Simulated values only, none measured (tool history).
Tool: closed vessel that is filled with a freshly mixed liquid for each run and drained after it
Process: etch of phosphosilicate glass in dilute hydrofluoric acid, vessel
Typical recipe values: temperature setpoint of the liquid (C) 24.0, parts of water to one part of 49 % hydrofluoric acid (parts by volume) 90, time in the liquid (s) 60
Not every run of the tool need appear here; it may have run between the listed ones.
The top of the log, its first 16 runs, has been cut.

run    hour  temperature setpoint of the liquid (C)  parts of water to one part of 49 % hydrofluoric acid (parts by volume)  time in the liquid (s)  read-back film thickness of the phosphosilicate glass reference wafer, read on the same gauge (nm)  thickness taken off the phosphosilicate glass on a monitor wafer (Å)
      854.4  -- thermometer replaced
      864.1  -- hydrofluoric acid flow meter replaced
 17  1041.1                                    20.0                                                                     130                      60                                                                                              150.02                                                                 217.4
 18  1074.1                                    24.0                                                                      90                      60                                                                                              149.99                                                                 386.9
 19  1118.9                                    24.0                                                                      90                      60                                                                                              149.98                                                                 388.3
 20  1172.8                                    26.5                                                                     135                      70                                                                                              150.05                                                                 313.1
 21  1203.8                                    26.0                                                                     110                      40                                                                                              150.00                                                                 223.6
 22  1266.9                                    24.0                                                                      90                      60                                                                                              150.03                                                                 389.0
 23  1309.5                                    25.5                                                                     105                      30                                                                                              149.96                                                                 174.2
 24  1363.5                                    26.5                                                                     105                      45                                                                                              150.02                                                                 271.3
 25  1560.0                                    20.0                                                                      55                      35                                                                                              150.02                                                                 333.0
     1573.8  -- hydrofluoric acid flow meter replaced
 26  1621.6                                    24.0                                                                      90                      60                                                                                              149.99                                                                 383.7
 27  1660.3                                    22.5                                                                      50                      80                                                                                              150.00                                                                 917.8
 28  1711.1                                    22.0                                                                      80                      60                                                                                              149.99                                                                 407.5
 29  1763.4                                    20.5                                                                      90                      30                                                                                              150.00                                                                 166.7
 30  1801.7                                    24.0                                                                      90                      45                                                                                              150.01                                                                 289.7
 31  1951.4                                    24.0                                                                      90                      60                                                                                              150.01                                                                 389.8
 32  2010.4                                    24.0                                                                      90                      60                                                                                              150.00                                                                 391.0
 33  2057.9                                    24.0                                                                      90                      80                                                                                              150.03                                                                 523.2

Consider 3 possible next runs. They are alternatives, not a sequence: every one starts from the tool as it was left by run 33. What does each give?
  A  2058.6                                    24.0                                                                     120                      60                                                                                                   ?                                                                     ?
  B  2058.6                                    22.0                                                                     125                      85                                                                                                   ?                                                                     ?
  C  2058.6                                    26.0                                                                     110                      30                                                                                                   ?                                                                     ?

run  read-back film thickness of the phosphosilicate glass reference wafer, read on the same gauge (nm)  thickness taken off the phosphosilicate glass on a monitor wafer (Å)
  A                                                                                              150.00                                                                 283.1
  B                                                                                              150.00                                                                 353.8
  C                                                                                              150.00                                                                 168.9
With the hidden condition removed and each run's random variation left untouched, the same runs would have given:
run  thickness taken off the phosphosilicate glass on a monitor wafer (Å)
  A                                                                 274.9
  B                                                                 343.6
  C                                                                 164.1
